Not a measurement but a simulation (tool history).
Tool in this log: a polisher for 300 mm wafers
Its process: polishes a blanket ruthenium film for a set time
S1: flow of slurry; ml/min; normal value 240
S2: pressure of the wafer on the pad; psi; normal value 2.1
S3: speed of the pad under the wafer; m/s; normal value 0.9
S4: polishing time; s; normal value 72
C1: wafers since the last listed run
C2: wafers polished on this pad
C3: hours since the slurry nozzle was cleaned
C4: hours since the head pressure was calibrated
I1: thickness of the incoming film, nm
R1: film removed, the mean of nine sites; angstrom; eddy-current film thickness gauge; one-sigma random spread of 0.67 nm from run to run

run 1 hour=0 | S1=240 S2=2.1 S3=0.9 S4=60 | C1=0 C2=128 C3=197.2 C4=312.8 | I1=408.7 | R1=538
run 2 hour=8 | S1=240 S2=2.1 S3=0.9 S4=60 | C1=76 C2=204 C3=205.2 C4=320.8 | I1=413.1 | R1=533
run 3 hour=14.4 | S1=205 S2=2.1 S3=0.9 S4=72 | C1=61 C2=265 C3=211.6 C4=327.2 | I1=412.8 | R1=630
run 4 hour=26.8 | S1=205 S2=2.1 S3=0.9 S4=72 | C1=118 C2=384 C3=224 C4=339.6 | I1=409.1 | R1=623
run 5 hour=58.6 | S1=240 S2=2.1 S3=0.9 S4=72 | C1=303 C2=688 C3=255.8 C4=371.4 | I1=410.8 | R1=616
run 6 hour=74.6 | S1=240 S2=2.1 S3=0.9 S4=72 | C1=152 C2=841 C3=271.8 C4=387.4 | I1=409 | R1=601
-- hour=85.4 worn pad replaced by a new one
run 7 hour=100.4 | S1=240 S2=2.1 S3=0.9 S4=72 | C1=208 C2=143 C3=297.6 C4=413.2 | I1=417.2 | R1=653
run 8 hour=116.6 | S1=240 S2=2.1 S3=0.9 S4=56 | C1=154 C2=298 C3=313.8 C4=429.4 | I1=404.4 | R1=495
run 9 hour=123.8 | S1=265 S2=2.1 S3=0.9 S4=56 | C1=68 C2=367 C3=321 C4=436.6 | I1=405.9 | R1=506
-- hour=132.2 slurry nozzle cleaned
-- hour=140.5 head pressure recalibrated
run 10 hour=141 | S1=240 S2=2.1 S3=0.9 S4=72 | C1=135 C2=502 C3=8.8 C4=0.5 | I1=415.3 | R1=616
run 11 hour=156.8 | S1=240 S2=2.1 S3=0.9 S4=72 | C1=150 C2=653 C3=24.6 C4=16.3 | I1=412.7 | R1=613
-- hour=164.3 worn pad replaced by a new one
run 12 hour=171.9 | S1=240 S2=1.6 S3=0.9 S4=72 | C1=106 C2=72 C3=39.7 C4=31.4 | I1=412.8 | R1=497
run 13 hour=179.4 | S1=210 S2=2.3 S3=1.18 S4=78 | C1=71 C2=143 C3=47.2 C4=38.9 | I1=412.3 | R1=991
run 14 hour=188.8 | S1=240 S2=1.6 S3=0.66 S4=59 | C1=89 C2=233 C3=56.6 C4=48.3 | I1=407.9 | R1=303
run 15 hour=196.1 | S1=240 S2=2.1 S3=0.62 S4=72 | C1=69 C2=303 C3=63.9 C4=55.6 | I1=412.1 | R1=441
run 16 hour=204.3 | S1=240 S2=2.7 S3=0.68 S4=72 | C1=78 C2=381 C3=72.1 C4=63.8 | I1=411.8 | R1=614
run 17 hour=222.2 | S1=240 S2=2.1 S3=0.9 S4=87 | C1=171 C2=552 C3=90 C4=81.7 | I1=406.9 | R1=765

Branching from run 17: 5 alternative next runs. What would each branch give?
run A hour=222.6 | S1=240 S2=2.1 S3=0.9 S4=72 | C1=3 C2=556 C3=90.4 C4=82.1 | I1=412.2 | R1=?
run B hour=222.6 | S1=185 S2=2.6 S3=0.9 S4=72 | C1=3 C2=556 C3=90.4 C4=82.1 | I1=412.2 | R1=?
run C hour=222.6 | S1=280 S2=2.6 S3=0.9 S4=72 | C1=3 C2=556 C3=90.4 C4=82.1 | I1=412.2 | R1=?
run D hour=222.6 | S1=240 S2=1.5 S3=0.9 S4=72 | C1=3 C2=556 C3=90.4 C4=82.1 | I1=412.2 | R1=?
run E hour=222.6 | S1=240 S2=2.1 S3=1.1 S4=60 | C1=3 C2=556 C3=90.4 C4=82.1 | I1=412.2 | R1=?

run=A R1=624
run=B R1=736
run=C R1=775
run=D R1=459
run=E R1=636
Without the tool's hidden state the same runs would have given:
run=A R1=656
run=B R1=773
run=C R1=815
run=D R1=482
run=E R1=668
